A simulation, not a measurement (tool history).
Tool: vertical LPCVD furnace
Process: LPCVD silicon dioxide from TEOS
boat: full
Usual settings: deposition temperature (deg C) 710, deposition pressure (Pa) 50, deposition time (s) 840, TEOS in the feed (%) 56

| run | hour | deposition temperature (deg C) | deposition pressure (Pa) | deposition time (s) | TEOS in the feed (%) | wafers since the last listed run | hours since the last temperature calibration | hours since the pressure gauge was zeroed | hours since the TEOS flow controller was replaced | hours since the gauge calibration | read-back reference wafer on the same gauge, thickness | film thickness on the monitor wafer in the middle of the boat (nm) |
|---|---|---|---|---|---|---|---|---|---|---|---|---|
| 1 | 0 | 710 | 50 | 840 | 56 | 0 | 2098.1 | 996.2 | 2762.4 | 178.4 | 126.18 | 146.44 |
| 2 | 102.2 | 710 | 50 | 840 | 56 | 1232 | 2200.3 | 1098.4 | 2864.6 | 280.6 | 126.04 | 148.89 |
| 3 | 161.1 | 710 | 50 | 840 | 56 | 710 | 2259.2 | 1157.3 | 2923.5 | 339.5 | 125.81 | 149.04 |
| 4 | 207.9 | 710 | 50 | 840 | 56 | 564 | 2306 | 1204.1 | 2970.3 | 386.3 | 125.85 | 147.44 |
| 5 | 255.2 | 710 | 50 | 840 | 56 | 570 | 2353.3 | 1251.4 | 3017.6 | 433.6 | 125.97 | 147.24 |
| 6 | 339.5 | 710 | 50 | 840 | 56 | 1016 | 2437.6 | 1335.7 | 3101.9 | 517.9 | 126.02 | 147.67 |
| 7 | 425.4 | 710 | 50 | 840 | 56 | 1035 | 2523.5 | 1421.6 | 3187.8 | 603.8 | 125.93 | 147.36 |
| 8 | 505.4 | 710 | 50 | 840 | 56 | 964 | 2603.5 | 1501.6 | 3267.8 | 683.8 | 126.01 | 147.07 |
| 9 | 569.5 | 715 | 50 | 840 | 56 | 772 | 2667.6 | 1565.7 | 3331.9 | 747.9 | 126.2 | 165.95 |
| 10 | 612.2 | 710 | 55.3 | 840 | 56 | 514 | 2710.3 | 1608.4 | 3374.6 | 790.6 | 126.13 | 155.38 |
| 11 | 650.4 | 710 | 50 | 840 | 56 | 460 | 2748.5 | 1646.6 | 3412.8 | 828.8 | 126.04 | 147.66 |
| 12 | 701.5 | 710 | 50 | 840 | 56 | 616 | 2799.6 | 1697.7 | 3463.9 | 879.9 | 125.98 | 148.83 |
|  | 754.2 | gauge calibrated |
| 13 | 765.5 | 710 | 50 | 840 | 56 | 771 | 2863.6 | 1761.7 | 3527.9 | 11.3 | 126.12 | 147.86 |
| 14 | 847.5 | 710 | 50 | 840 | 56 | 988 | 2945.6 | 1843.7 | 3609.9 | 93.3 | 126.03 | 148.13 |
|  | 874.7 | thermocouples replaced and temperature profile calibrated |
| 15 | 894.4 | 710 | 46.7 | 1020 | 49 | 276 | 19.7 | 1890.6 | 3656.8 | 140.2 | 125.79 | 154.5 |
| 16 | 931.7 | 717 | 42 | 840 | 67 | 449 | 57 | 1927.9 | 3694.1 | 177.5 | 125.94 | 166.4 |
| 17 | 1002.6 | 705 | 50 | 1080 | 56 | 854 | 127.9 | 1998.8 | 3765 | 248.4 | 126.05 | 160.26 |
| 18 | 1068.8 | 719 | 50 | 840 | 64 | 798 | 194.1 | 2065 | 3831.2 | 314.6 | 126.08 | 185.58 |
| 19 | 1114.6 | 701 | 50 | 1080 | 56 | 552 | 239.9 | 2110.8 | 3877 | 360.4 | 125.85 | 146.36 |
| 20 | 1201.3 | 710 | 50 | 840 | 56 | 1045 | 326.6 | 2197.5 | 3963.7 | 447.1 | 126.26 | 140.57 |
| 21 | 1271.4 | 701 | 50 | 1170 | 56 | 845 | 396.7 | 2267.6 | 4033.8 | 517.2 | 126.08 | 161.22 |
|  | 1307.6 | pressure gauge zeroed |
| 22 | 1311.6 | 710 | 50 | 840 | 56 | 195 | 436.9 | 4 | 4074 | 557.4 | 126.16 | 142.35 |
| 23 | 1352.8 | 719 | 50 | 840 | 56 | 496 | 478.1 | 45.2 | 4115.2 | 598.6 | 126.14 | 174.53 |
|  | 1453.9 | TEOS flow controller replaced |
| 24 | 1454.4 | 720 | 58 | 1110 | 56 | 935 | 579.7 | 146.8 | 0.5 | 700.2 | 125.87 | 253.59 |
| 25 | 1540 | 710 | 41.3 | 840 | 56 | 1031 | 665.3 | 232.4 | 86.1 | 785.8 | 125.79 | 129.36 |
| 26 | 1617.7 | 710 | 50 | 840 | 56 | 936 | 743 | 310.1 | 163.8 | 863.5 | 125.89 | 143.35 |
|  | 1671.1 | gauge calibrated |
| 27 | 1683 | 710 | 50 | 660 | 48 | 787 | 808.3 | 375.4 | 229.1 | 11.9 | 126.05 | 104.23 |
| 28 | 1726 | 701 | 60.7 | 840 | 56 | 518 | 851.3 | 418.4 | 272.1 | 54.9 | 126.07 | 129.12 |
| 29 | 1826.4 | 710 | 42 | 1110 | 56 | 1210 | 951.7 | 518.8 | 372.5 | 155.3 | 126.08 | 175.23 |

Hidden state or all else? Some run-to-run changes of film thickness on the monitor wafer in the middle of the boat (nm), split into what the settings, what came in and random variation would give without the hidden state, and what is left for the hidden state (with any gauge scatter that isn't in both results):
The hidden state here: true tube temperature minus thermocouple reading, K; true pressure minus gauge reading, mTorr; deviation of the TEOS flow from its setpoint, %; gauge reads high (%).
Run 14 -> 15: deposition pressure (Pa) 50 -> 46.7, deposition time (s) 840 -> 1020, TEOS in the feed (%) 56 -> 49, thermocouples replaced and temperature profile calibrated. film thickness on the monitor wafer in the middle of the boat (nm) +6.37: hidden state -7.27, all else +13.64.
Run 23 -> 24: deposition temperature (deg C) 719 -> 720, deposition pressure (Pa) 50 -> 58, deposition time (s) 840 -> 1110, TEOS flow controller replaced. film thickness on the monitor wafer in the middle of the boat (nm) +79.06: hidden state +1.24, all else +77.82.
Run 24 -> 25: deposition temperature (deg C) 720 -> 710, deposition pressure (Pa) 58 -> 41.3, deposition time (s) 1110 -> 840. film thickness on the monitor wafer in the middle of the boat (nm) -124.23: hidden state -1.26, all else -122.97.

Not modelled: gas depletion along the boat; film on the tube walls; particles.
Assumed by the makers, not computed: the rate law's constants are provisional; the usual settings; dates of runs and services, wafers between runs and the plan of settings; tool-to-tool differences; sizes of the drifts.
